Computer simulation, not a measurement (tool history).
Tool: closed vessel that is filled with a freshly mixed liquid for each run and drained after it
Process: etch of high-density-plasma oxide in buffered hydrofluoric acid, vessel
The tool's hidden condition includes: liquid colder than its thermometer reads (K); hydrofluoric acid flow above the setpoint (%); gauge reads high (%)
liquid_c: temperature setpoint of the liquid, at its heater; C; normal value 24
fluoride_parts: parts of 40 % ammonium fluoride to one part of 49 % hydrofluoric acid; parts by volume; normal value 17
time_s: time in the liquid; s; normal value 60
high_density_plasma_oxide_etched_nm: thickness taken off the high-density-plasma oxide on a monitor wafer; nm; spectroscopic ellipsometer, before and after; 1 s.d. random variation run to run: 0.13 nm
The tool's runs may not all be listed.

run	hour	liquid_c	fluoride_parts	time_s	wafers since the last listed run	hours since the thermometer was replaced	hours since the hydrofluoric acid flow meter was replaced	hours since the gauge calibration	read-back film thickness of the high-density-plasma oxide reference wafer, read on the same gauge (nm)	high_density_plasma_oxide_etched_nm
1	0	24	17	60	0	263.7	2197.5	892.4	130.05	43.34
2	19.8	24	17	60	1659	283.5	2217.3	912.2	130.02	43.39
3	33.7	24	13.5	60	1165	297.4	2231.2	926.1	130.03	54.31
4	55.2	24	13.5	60	1802	318.9	2252.7	947.6	130.01	54.44
5	89.7	24	17	60	2892	353.4	2287.2	982.1	130.03	43.43
6	104.4	24	17	60	1232	368.1	2301.9	996.8	129.96	43.23
7	117.8	27	17	40	1123	381.5	2315.3	1010.2	130.01	34.05
8	133.7	27	17	40	1332	397.4	2331.2	1026.1	130.02	33.99
9	159	27	17	40	2120	422.7	2356.5	1051.4	130.02	33.96
10	192.9	24	17	60	2841	456.6	2390.4	1085.3	130.02	43.55
11	228.8	27	10.5	90	3009	492.5	2426.3	1121.2	129.98	122.39
# hour 245.5: thermometer replaced
12	247.9	24	22.5	45	1517	2.4	2445.4	1140.3	130.01	25.33
13	270.6	27.5	17	80	1902	25.1	2468.1	1163	130	70.08
14	290.1	27	22	45	1634	44.6	2487.6	1182.5	130.01	30.41
15	307.7	22	17	60	1475	62.2	2505.2	1200.1	130.05	39.03
16	333	24	14.5	60	2120	87.5	2530.5	1225.4	129.98	51.1
17	368	24	17	60	2933	122.5	2565.5	1260.4	130.03	43.79
18	389.9	24	21	75	1835	144.4	2587.4	1282.3	129.98	44.25
# hour 407.6: hydrofluoric acid flow meter replaced
19	422.3	21.5	20	30	2632	176.8	14.7	1314.7	129.98	15.51
# hour 521.5: gauge calibrated
20	528.1	24	23	90	8869	282.6	120.5	6.6	130	48.35
21	553.4	24	17	45	2120	307.9	145.8	31.9	130.01	31.24
22	575.1	24	17	60	1819	329.6	167.5	53.6	130.03	41.91
23	588.3	25.5	13.5	95	1106	342.8	180.7	66.8	129.97	90.43
24	604.1	24	17	60	1324	358.6	196.5	82.6	129.96	41.81
25	625.2	24	22.5	40	1768	379.7	217.6	103.7	130.05	21.86
26	660.3	21.5	19	30	2942	414.8	252.7	138.8	129.96	16.41
# hour 677: thermometer replaced
27	677.5	19.5	20.5	30	1358	0.5	269.9	156	130.04	13.66
28	701	24	13	60	1969	24	293.4	179.5	130.02	54.59
29	715.6	24	17	60	1223	38.6	308	194.1	129.98	41.95
30	749.6	21.5	20.5	45	2850	72.6	342	228.1	129.99	22.84
31	766.1	24	17	60	1383	89.1	358.5	244.6	130	42.05
32	779.6	21	14	45	1131	102.6	372	258.1	129.93	32.42

Branching from run 32: 3 alternative next runs. What would each branch give?
A	780.3	24	17	85	58	103.3	372.7	258.8	?	?
B	780.3	22.5	12	40	58	103.3	372.7	258.8	?	?
C	780.3	21.5	17	40	58	103.3	372.7	258.8	?	?

run	read-back film thickness of the high-density-plasma oxide reference wafer, read on the same gauge (nm)	high_density_plasma_oxide_etched_nm
A	130.04	59.42
B	130.04	36.25
C	130.04	24.36
With no hidden state in the tool, these same runs would have given:
run	high_density_plasma_oxide_etched_nm
A	58.83
B	35.89
C	24.12
